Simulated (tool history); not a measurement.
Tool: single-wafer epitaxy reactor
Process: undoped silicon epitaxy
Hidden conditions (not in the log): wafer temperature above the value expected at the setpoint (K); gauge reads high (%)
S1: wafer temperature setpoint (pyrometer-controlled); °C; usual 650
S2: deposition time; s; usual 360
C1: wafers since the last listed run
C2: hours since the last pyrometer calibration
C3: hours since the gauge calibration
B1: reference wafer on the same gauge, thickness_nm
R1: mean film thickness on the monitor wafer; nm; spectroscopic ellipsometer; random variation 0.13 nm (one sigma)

run,day,S1,S2,C1,C2,C3,B1,R1
1,0,650,360,0,2100.3,124.4,61.359,51.41
2,0.642,650,360,110,2115.7,139.8,61.387,51.509
# day 0.733: gauge calibrated
3,0.938,650,360,50,2122.8,4.9,61.393,51.327
4,1.35,650,360,70,2132.7,14.8,61.403,51.402
5,1.842,650,385,84,2144.5,26.6,61.375,54.886
6,2.154,650,385,53,2152,34.1,61.4,55.007
7,2.875,650,338,123,2169.3,51.4,61.369,48.212
8,3.183,650,338,52,2176.7,58.8,61.387,48.391
9,3.575,659,360,67,2186.1,68.2,61.402,61.251
# day 3.954: pyrometer calibrated
10,3.975,650,360,11,0.5,77.8,61.387,57.106
11,4.471,650,305,85,12.4,89.7,61.38,48.378
12,5.2,654,387,125,29.9,107.2,61.411,66.003
# day 5.596: gauge calibrated
13,5.912,659,360,122,47,7.6,61.451,67.554
14,6.608,650,360,119,63.7,24.3,61.416,56.844
15,7.021,637,297,70,73.6,34.2,61.398,36.018
16,7.575,650,414,95,86.9,47.5,61.38,65.502
17,8.008,650,360,74,97.3,57.9,61.368,56.871
18,8.704,637,319,119,114,74.6,61.408,38.799
19,9.362,650,421,113,129.8,90.4,61.391,66.524
20,9.971,656,430,104,144.4,105,61.387,76.171

Predict each of these 4 candidate next runs independently; none follows another, all start after run 20:
A,9.992,650,360,3,144.9,105.5,?,?
B,9.992,665,360,3,144.9,105.5,?,?
C,9.992,646,293,3,144.9,105.5,?,?
D,9.992,661,297,3,144.9,105.5,?,?

run,B1,R1
A,61.379,56.693
B,61.379,75.891
C,61.379,42.628
D,61.379,57.973
With no hidden state in the tool, these same runs would have given:
run,R1
A,56.866
B,76.115
C,42.758
D,58.146
